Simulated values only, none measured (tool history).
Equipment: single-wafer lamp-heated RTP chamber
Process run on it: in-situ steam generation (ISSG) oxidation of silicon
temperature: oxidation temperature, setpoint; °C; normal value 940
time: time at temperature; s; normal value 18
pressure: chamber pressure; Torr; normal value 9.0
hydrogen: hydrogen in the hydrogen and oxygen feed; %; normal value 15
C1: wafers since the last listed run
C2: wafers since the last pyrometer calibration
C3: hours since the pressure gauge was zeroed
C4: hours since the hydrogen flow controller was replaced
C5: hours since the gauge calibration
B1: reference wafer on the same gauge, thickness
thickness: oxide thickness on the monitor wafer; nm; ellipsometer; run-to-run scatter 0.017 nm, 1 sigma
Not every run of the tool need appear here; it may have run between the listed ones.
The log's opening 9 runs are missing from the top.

run 10 day=22.283 | temperature=940 time=18 pressure=9.0 hydrogen=11 | C1=857 C2=4099 C3=2105.2 C4=5715.4 C5=1929.2 | B1=3.353 | thickness=3.590
run 11 day=26.362 | temperature=940 time=18 pressure=9.0 hydrogen=11 | C1=1196 C2=5296 C3=2203.1 C4=5813.3 C5=2027.1 | B1=3.351 | thickness=3.555
-- day=27.104 pyrometer window cleaned and pyrometer calibrated
-- day=29.325 hydrogen flow controller replaced
run 12 day=30.288 | temperature=940 time=18 pressure=9.0 hydrogen=11 | C1=955 C2=835 C3=2297.3 C4=23.1 C5=2121.3 | B1=3.353 | thickness=3.625
run 13 day=34.504 | temperature=940 time=18 pressure=9.0 hydrogen=15 | C1=1236 C2=2072 C3=2398.5 C4=124.3 C5=2222.5 | B1=3.351 | thickness=3.886
run 14 day=37.142 | temperature=940 time=18 pressure=9.0 hydrogen=15 | C1=773 C2=2845 C3=2461.8 C4=187.6 C5=2285.8 | B1=3.350 | thickness=3.858
run 15 day=40.058 | temperature=940 time=18 pressure=9.0 hydrogen=15 | C1=855 C2=3701 C3=2531.8 C4=257.6 C5=2355.8 | B1=3.348 | thickness=3.910
run 16 day=44.025 | temperature=951 time=11 pressure=9.0 hydrogen=19 | C1=1163 C2=4864 C3=2627.0 C4=352.8 C5=2451.0 | B1=3.351 | thickness=3.512
run 17 day=46.175 | temperature=940 time=18 pressure=9.7 hydrogen=15 | C1=630 C2=5495 C3=2678.6 C4=404.4 C5=2502.6 | B1=3.351 | thickness=3.862
-- day=48.608 pyrometer window cleaned and pyrometer calibrated, repeated, since the last time left the tool worse
run 18 day=49.458 | temperature=940 time=18 pressure=10.2 hydrogen=15 | C1=865 C2=249 C3=2757.4 C4=483.2 C5=2581.4 | B1=3.350 | thickness=3.699
-- day=51.942 gauge calibrated
-- day=55.129 pressure gauge zeroed
run 19 day=59.300 | temperature=940 time=18 pressure=9.0 hydrogen=24 | C1=2788 C2=3038 C3=100.1 C4=719.4 C5=176.6 | B1=3.352 | thickness=4.223
run 20 day=62.138 | temperature=954 time=20 pressure=9.0 hydrogen=20 | C1=832 C2=3870 C3=168.2 C4=787.5 C5=244.7 | B1=3.350 | thickness=4.414
run 21 day=65.267 | temperature=940 time=18 pressure=9.0 hydrogen=15 | C1=917 C2=4788 C3=243.3 C4=862.6 C5=319.8 | B1=3.347 | thickness=3.818
-- day=67.300 pyrometer window cleaned and pyrometer calibrated
run 22 day=67.329 | temperature=920 time=16 pressure=9.7 hydrogen=21 | C1=507 C2=8 C3=292.8 C4=912.1 C5=369.3 | B1=3.350 | thickness=3.656
run 23 day=69.767 | temperature=940 time=24 pressure=9.0 hydrogen=15 | C1=714 C2=723 C3=351.3 C4=970.6 C5=427.8 | B1=3.351 | thickness=4.287
run 24 day=72.767 | temperature=940 time=18 pressure=9.0 hydrogen=15 | C1=879 C2=1603 C3=423.3 C4=1042.6 C5=499.8 | B1=3.349 | thickness=3.781
run 25 day=75.717 | temperature=940 time=18 pressure=9.0 hydrogen=15 | C1=865 C2=2468 C3=494.1 C4=1113.4 C5=570.6 | B1=3.350 | thickness=3.797
run 26 day=77.500 | temperature=920 time=18 pressure=10.2 hydrogen=25 | C1=523 C2=2991 C3=536.9 C4=1156.2 C5=613.4 | B1=3.352 | thickness=3.951
run 27 day=81.317 | temperature=940 time=18 pressure=9.0 hydrogen=15 | C1=1119 C2=4111 C3=628.5 C4=1247.8 C5=705.0 | B1=3.345 | thickness=3.810
run 28 day=83.546 | temperature=929 time=18 pressure=7.7 hydrogen=15 | C1=653 C2=4764 C3=682.0 C4=1301.3 C5=758.5 | B1=3.352 | thickness=3.734
run 29 day=85.112 | temperature=926 time=20 pressure=9.0 hydrogen=15 | C1=459 C2=5224 C3=719.6 C4=1338.9 C5=796.1 | B1=3.352 | thickness=3.827
-- day=86.275 pyrometer window cleaned and pyrometer calibrated
run 30 day=89.533 | temperature=940 time=20 pressure=9.0 hydrogen=15 | C1=1198 C2=956 C3=825.7 C4=1445.0 C5=902.2 | B1=3.352 | thickness=3.959
run 31 day=93.358 | temperature=940 time=18 pressure=9.5 hydrogen=15 | C1=1121 C2=2078 C3=917.5 C4=1536.8 C5=994.0 | B1=3.350 | thickness=3.784

Forecast each of these 3 alternatives for the next run:
run A day=93.375 | temperature=940 time=13 pressure=9.0 hydrogen=15 | C1=4 C2=2082 C3=917.9 C4=1537.2 C5=994.4 | B1=? | thickness=?
run B day=93.375 | temperature=940 time=18 pressure=10.0 hydrogen=15 | C1=4 C2=2082 C3=917.9 C4=1537.2 C5=994.4 | B1=? | thickness=?
run C day=93.375 | temperature=947 time=18 pressure=8.4 hydrogen=11 | C1=4 C2=2082 C3=917.9 C4=1537.2 C5=994.4 | B1=? | thickness=?

run=A B1=3.345 thickness=3.327
run=B B1=3.345 thickness=3.729
run=C B1=3.345 thickness=3.621
Stripped of hidden state, with their random variation kept, the same runs would have yielded:
run=A thickness=3.303
run=B thickness=3.698
run=C thickness=3.590
